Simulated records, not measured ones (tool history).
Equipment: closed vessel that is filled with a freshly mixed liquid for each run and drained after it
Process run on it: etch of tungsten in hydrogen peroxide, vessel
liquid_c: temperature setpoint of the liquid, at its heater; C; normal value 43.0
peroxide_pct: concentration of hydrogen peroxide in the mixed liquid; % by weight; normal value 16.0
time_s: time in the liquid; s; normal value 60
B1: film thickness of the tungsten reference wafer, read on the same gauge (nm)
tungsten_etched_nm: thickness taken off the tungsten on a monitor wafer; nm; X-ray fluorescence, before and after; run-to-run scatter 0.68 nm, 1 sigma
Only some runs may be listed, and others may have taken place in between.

Run 1, day 0.000: usual settings; B1 110.03. Result: tungsten_etched_nm 80.05 nm.
Run 2, day 1.567: usual settings; B1 109.98. Result: tungsten_etched_nm 79.03 nm.
Run 3, day 3.800: usual settings; B1 110.06. Result: tungsten_etched_nm 78.80 nm.
Run 4, day 5.625: usual settings; B1 110.01. Result: tungsten_etched_nm 79.48 nm.
Run 5, day 8.542: usual settings; B1 110.00. Result: tungsten_etched_nm 78.18 nm.
Run 6, day 10.025: usual settings; B1 110.04. Result: tungsten_etched_nm 77.27 nm.
At day 11.371: gauge calibrated.
Run 7, day 12.496: usual settings; B1 110.01. Result: tungsten_etched_nm 78.56 nm.
At day 12.779: thermometer replaced.
Run 8, day 13.979: usual settings but liquid_c 52.5 C, time_s 30 s; B1 110.03. Result: tungsten_etched_nm 85.96 nm.
Run 9, day 15.038: usual settings but time_s 35 s; B1 110.05. Result: tungsten_etched_nm 55.38 nm.
Run 10, day 17.792: usual settings but time_s 90 s; B1 109.99. Result: tungsten_etched_nm 141.32 nm.
Run 11, day 20.492: usual settings but liquid_c 40.0 C, peroxide_pct 20.5 % by weight, time_s 70 s; B1 110.03. Result: tungsten_etched_nm 103.10 nm.
At day 20.712: peroxide flow meter replaced.
At day 22.758: new drum of peroxide connected.
Run 12, day 23.150: usual settings but peroxide_pct 13.5 % by weight, time_s 90 s; B1 110.01. Result: tungsten_etched_nm 131.46 nm.

Run 13, settings as shown, results not yet in. Your forecast:
Run 13, day 24.775: usual settings; B1 ?. Result: tungsten_etched_nm ?.

Run 13 yielded B1 110.01, tungsten_etched_nm 92.94 nm.
Had the tool carried no hidden state, the very same run would have given tungsten_etched_nm 95.96 nm.
